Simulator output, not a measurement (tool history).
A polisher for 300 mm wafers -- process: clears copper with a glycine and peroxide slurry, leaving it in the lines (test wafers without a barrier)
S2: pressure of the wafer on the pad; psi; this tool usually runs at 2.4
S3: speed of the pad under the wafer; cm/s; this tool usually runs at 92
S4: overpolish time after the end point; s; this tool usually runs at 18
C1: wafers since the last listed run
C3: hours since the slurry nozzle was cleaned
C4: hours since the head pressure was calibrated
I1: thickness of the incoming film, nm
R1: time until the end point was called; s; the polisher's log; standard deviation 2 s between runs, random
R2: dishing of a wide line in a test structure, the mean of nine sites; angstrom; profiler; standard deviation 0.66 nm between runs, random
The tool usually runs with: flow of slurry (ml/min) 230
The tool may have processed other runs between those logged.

run 1 hour=0 | flow_of_slurry_(ml/min)=230 S2=2.4 S3=92 S4=18 | C1=0 wafers_polished_on_this_pad=1202 C3=442.5 C4=166.1 | I1=634.7 | R1=136.7 R2=487
-- hour=43.1 worn pad replaced by a new one
run 2 hour=63.5 | flow_of_slurry_(ml/min)=230 S2=3 S3=74 S4=18 | C1=435 wafers_polished_on_this_pad=149 C3=506 C4=229.6 | I1=633.6 | R1=139.3 R2=509
run 3 hour=132.2 | flow_of_slurry_(ml/min)=230 S2=3 S3=74 S4=18 | C1=502 wafers_polished_on_this_pad=652 C3=574.7 C4=298.3 | I1=641.2 | R1=140.8 R2=498
-- hour=176 slurry nozzle cleaned
run 4 hour=202.6 | flow_of_slurry_(ml/min)=230 S2=2.4 S3=92 S4=18 | C1=507 wafers_polished_on_this_pad=1159 C3=26.6 C4=368.7 | I1=630.3 | R1=137 R2=491
-- hour=236.8 worn pad replaced by a new one
run 5 hour=237.3 | flow_of_slurry_(ml/min)=230 S2=2.4 S3=92 S4=18 | C1=224 wafers_polished_on_this_pad=4 C3=61.3 C4=403.4 | I1=627.6 | R1=136.6 R2=499
run 6 hour=261.8 | flow_of_slurry_(ml/min)=230 S2=2.4 S3=92 S4=18 | C1=179 wafers_polished_on_this_pad=183 C3=85.8 C4=427.9 | I1=643.9 | R1=139.7 R2=483
run 7 hour=406.1 | flow_of_slurry_(ml/min)=230 S2=2 S3=84 S4=18 | C1=1056 wafers_polished_on_this_pad=1239 C3=230.1 C4=572.2 | I1=618.3 | R1=167.7 R2=406
-- hour=448 worn pad replaced by a new one
run 8 hour=448.5 | flow_of_slurry_(ml/min)=230 S2=2 S3=84 S4=18 | C1=281 wafers_polished_on_this_pad=3 C3=272.5 C4=614.6 | I1=630.3 | R1=168.3 R2=412
run 9 hour=471.9 | flow_of_slurry_(ml/min)=230 S2=2 S3=84 S4=18 | C1=171 wafers_polished_on_this_pad=174 C3=295.9 C4=638 | I1=630.7 | R1=168.6 R2=424
run 10 hour=509.2 | flow_of_slurry_(ml/min)=230 S2=1.9 S3=92 S4=18 | C1=272 wafers_polished_on_this_pad=447 C3=333.2 C4=675.3 | I1=639.7 | R1=169.7 R2=421
run 11 hour=576 | flow_of_slurry_(ml/min)=230 S2=2.4 S3=92 S4=18 | C1=488 wafers_polished_on_this_pad=936 C3=400 C4=742.1 | I1=627 | R1=135.3 R2=497
-- hour=638.2 worn pad replaced by a new one
run 12 hour=647.5 | flow_of_slurry_(ml/min)=150 S2=2.4 S3=60 S4=18 | C1=493 wafers_polished_on_this_pad=68 C3=471.5 C4=813.6 | I1=617.1 | R1=205.3 R2=365
-- hour=668.8 slurry nozzle cleaned
run 13 hour=700.3 | flow_of_slurry_(ml/min)=230 S2=2.4 S3=92 S4=18 | C1=379 wafers_polished_on_this_pad=447 C3=31.5 C4=866.4 | I1=631.2 | R1=133.5 R2=485
-- hour=739.7 head pressure recalibrated
run 14 hour=749.5 | flow_of_slurry_(ml/min)=160 S2=1.9 S3=68 S4=24 | C1=345 wafers_polished_on_this_pad=792 C3=80.7 C4=9.8 | I1=636.2 | R1=218.1 R2=432
-- hour=829.4 worn pad replaced by a new one
run 15 hour=851.1 | flow_of_slurry_(ml/min)=230 S2=2.4 S3=92 S4=18 | C1=714 wafers_polished_on_this_pad=158 C3=182.3 C4=111.4 | I1=620.6 | R1=136.9 R2=500
run 16 hour=882.8 | flow_of_slurry_(ml/min)=230 S2=3 S3=74 S4=18 | C1=231 wafers_polished_on_this_pad=390 C3=214 C4=143.1 | I1=630.8 | R1=135.5 R2=485
run 17 hour=921.7 | flow_of_slurry_(ml/min)=285 S2=2.4 S3=70 S4=18 | C1=284 wafers_polished_on_this_pad=675 C3=252.9 C4=182 | I1=622.1 | R1=163.3 R2=429
run 18 hour=983.6 | flow_of_slurry_(ml/min)=210 S2=2.4 S3=92 S4=18 | C1=453 wafers_polished_on_this_pad=1128 C3=314.8 C4=243.9 | I1=632.6 | R1=137 R2=495
-- hour=1037.8 worn pad replaced by a new one
run 19 hour=1052.9 | flow_of_slurry_(ml/min)=300 S2=2.4 S3=92 S4=18 | C1=477 wafers_polished_on_this_pad=110 C3=384.1 C4=313.2 | I1=631.9 | R1=134.1 R2=503
run 20 hour=1106.5 | flow_of_slurry_(ml/min)=260 S2=1.6 S3=82 S4=9 | C1=392 wafers_polished_on_this_pad=503 C3=437.7 C4=366.8 | I1=616 | R1=198.1 R2=188

3 options for the next run, each taken on its own from the tool as it stands now. Forecast them:
run A hour=1107 | flow_of_slurry_(ml/min)=230 S2=2.4 S3=92 S4=18 | C1=3 wafers_polished_on_this_pad=506 C3=438.2 C4=367.3 | I1=634.7 | R1=? R2=?
run B hour=1107 | flow_of_slurry_(ml/min)=265 S2=2.8 S3=74 S4=21 | C1=3 wafers_polished_on_this_pad=506 C3=438.2 C4=367.3 | I1=634.7 | R1=? R2=?
run C hour=1107 | flow_of_slurry_(ml/min)=285 S2=1.9 S3=74 S4=11 | C1=3 wafers_polished_on_this_pad=506 C3=438.2 C4=367.3 | I1=634.7 | R1=? R2=?

run=A R1=138.5 R2=485
run=B R1=143.2 R2=540
run=C R1=189.4 R2=244
Had the tool no hidden state, the same runs would have come out as:
run=A R1=138.5 R2=485
run=B R1=143.2 R2=540
run=C R1=189.4 R2=244
